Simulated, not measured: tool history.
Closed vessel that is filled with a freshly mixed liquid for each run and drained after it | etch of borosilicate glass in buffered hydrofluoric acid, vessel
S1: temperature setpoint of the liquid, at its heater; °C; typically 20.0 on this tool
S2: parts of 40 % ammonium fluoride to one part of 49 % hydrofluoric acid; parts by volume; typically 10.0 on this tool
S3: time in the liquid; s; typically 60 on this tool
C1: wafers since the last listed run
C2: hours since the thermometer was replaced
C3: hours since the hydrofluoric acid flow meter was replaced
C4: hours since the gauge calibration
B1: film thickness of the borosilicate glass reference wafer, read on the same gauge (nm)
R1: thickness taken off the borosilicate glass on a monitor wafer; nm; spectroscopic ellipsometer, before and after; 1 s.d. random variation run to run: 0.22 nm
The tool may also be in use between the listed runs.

| run | day | S1 | S2 | S3 | C1 | C2 | C3 | C4 | B1 | R1 |
|---|---|---|---|---|---|---|---|---|---|---|
| 1 | 0.000 | 20.0 | 10.0 | 60 | 0 | 1489.8 | 1905.4 | 353.6 | 79.99 | 56.35 |
| 2 | 0.717 | 20.0 | 10.0 | 60 | 1372 | 1507.0 | 1922.6 | 370.8 | 80.03 | 56.53 |
| 3 | 1.283 | 20.0 | 10.0 | 60 | 1085 | 1520.6 | 1936.2 | 384.4 | 80.03 | 55.99 |
| 4 | 2.004 | 20.0 | 10.0 | 60 | 1380 | 1537.9 | 1953.5 | 401.7 | 80.03 | 56.18 |
| 5 | 2.258 | 20.0 | 10.0 | 60 | 486 | 1544.0 | 1959.6 | 407.8 | 80.01 | 56.22 |
| 6 | 2.917 | 20.0 | 10.0 | 75 | 1260 | 1559.8 | 1975.4 | 423.6 | 79.99 | 70.11 |
| 7 | 3.204 | 20.0 | 10.0 | 75 | 550 | 1566.7 | 1982.3 | 430.5 | 80.01 | 69.81 |
| 8 | 3.729 | 20.0 | 10.0 | 75 | 1005 | 1579.3 | 1994.9 | 443.1 | 80.02 | 70.30 |
| 9 | 4.208 | 17.0 | 10.0 | 60 | 917 | 1590.8 | 2006.4 | 454.6 | 80.03 | 47.39 |
| 10 | 4.771 | 17.0 | 10.0 | 60 | 1077 | 1604.3 | 2019.9 | 468.1 | 79.99 | 47.49 |
| 11 | 5.146 | 17.5 | 10.0 | 50 | 718 | 1613.3 | 2028.9 | 477.1 | 80.01 | 40.49 |
| 12 | 7.329 | 20.0 | 10.0 | 60 | 4181 | 1665.7 | 2081.3 | 529.5 | 80.00 | 56.03 |
| 13 | 7.942 | 20.0 | 10.0 | 60 | 1173 | 1680.4 | 2096.0 | 544.2 | 80.06 | 55.50 |
| 14 | 8.458 | 20.0 | 10.0 | 60 | 989 | 1692.8 | 2108.4 | 556.6 | 79.97 | 55.66 |
|  | 8.617 | thermometer replaced |
| 15 | 9.162 | 17.0 | 7.0 | 60 | 1268 | 13.1 | 2125.3 | 573.5 | 79.99 | 61.11 |
| 16 | 9.433 | 17.0 | 11.0 | 75 | 518 | 19.6 | 2131.8 | 580.0 | 80.02 | 49.12 |
| 17 | 9.867 | 20.0 | 11.0 | 70 | 829 | 30.0 | 2142.2 | 590.4 | 80.02 | 54.27 |
| 18 | 10.462 | 24.5 | 8.5 | 30 | 1141 | 44.3 | 2156.5 | 604.7 | 79.95 | 37.40 |
|  | 10.675 | gauge calibrated |
| 19 | 11.008 | 20.0 | 13.5 | 60 | 1045 | 57.4 | 2169.6 | 8.0 | 80.00 | 37.75 |
|  | 11.238 | thermometer replaced, repeated, since the last time left the tool worse |
| 20 | 11.383 | 23.0 | 13.0 | 30 | 638 | 3.5 | 2178.6 | 17.0 | 79.99 | 27.43 |
| 21 | 11.721 | 20.0 | 10.0 | 60 | 646 | 11.6 | 2186.7 | 25.1 | 79.98 | 60.49 |
|  | 12.242 | hydrofluoric acid flow meter replaced |
| 22 | 12.325 | 18.5 | 10.0 | 60 | 1077 | 26.1 | 2.0 | 39.6 | 80.01 | 56.07 |
| 23 | 12.717 | 20.0 | 10.0 | 60 | 750 | 35.5 | 11.4 | 49.0 | 79.96 | 60.62 |
| 24 | 13.592 | 20.0 | 10.0 | 60 | 1675 | 56.5 | 32.4 | 70.0 | 79.95 | 60.25 |
| 25 | 14.212 | 25.0 | 8.5 | 95 | 1189 | 71.4 | 47.3 | 84.9 | 79.99 | 142.64 |
| 26 | 14.888 | 17.0 | 10.0 | 75 | 1292 | 87.6 | 63.5 | 101.1 | 80.00 | 63.50 |
| 27 | 15.379 | 20.0 | 9.0 | 80 | 941 | 99.4 | 75.3 | 112.9 | 80.02 | 86.07 |
| 28 | 15.883 | 23.0 | 8.5 | 60 | 965 | 111.5 | 87.4 | 125.0 | 80.04 | 80.64 |
| 29 | 16.600 | 20.0 | 10.0 | 60 | 1372 | 128.7 | 104.6 | 142.2 | 79.98 | 60.31 |
| 30 | 17.338 | 20.0 | 10.0 | 60 | 1412 | 146.4 | 122.3 | 159.9 | 80.01 | 60.13 |
| 31 | 17.671 | 23.5 | 10.0 | 45 | 638 | 154.4 | 130.3 | 167.9 | 80.00 | 54.62 |
| 32 | 18.121 | 20.0 | 13.5 | 90 | 861 | 165.2 | 141.1 | 178.7 | 80.02 | 66.49 |

Forecast each of these 5 alternatives for the next run:
| A | 18.150 | 22.0 | 10.0 | 60 | 55 | 165.9 | 141.8 | 179.4 | ? | ? |
| B | 18.150 | 22.0 | 10.0 | 75 | 55 | 165.9 | 141.8 | 179.4 | ? | ? |
| C | 18.150 | 20.0 | 7.5 | 60 | 55 | 165.9 | 141.8 | 179.4 | ? | ? |
| D | 18.150 | 17.0 | 10.0 | 40 | 55 | 165.9 | 141.8 | 179.4 | ? | ? |
| E | 18.150 | 24.0 | 13.0 | 45 | 55 | 165.9 | 141.8 | 179.4 | ? | ? |

| run | B1 | R1 |
|---|---|---|
| A | 79.98 | 66.99 |
| B | 79.98 | 83.74 |
| C | 79.98 | 78.67 |
| D | 79.98 | 33.92 |
| E | 79.98 | 43.19 |
Take away the tool's hidden state, keep each run's random variation, and the runs would have read:
| run | R1 |
|---|---|
| A | 67.97 |
| B | 84.97 |
| C | 79.84 |
| D | 34.44 |
| E | 43.82 |
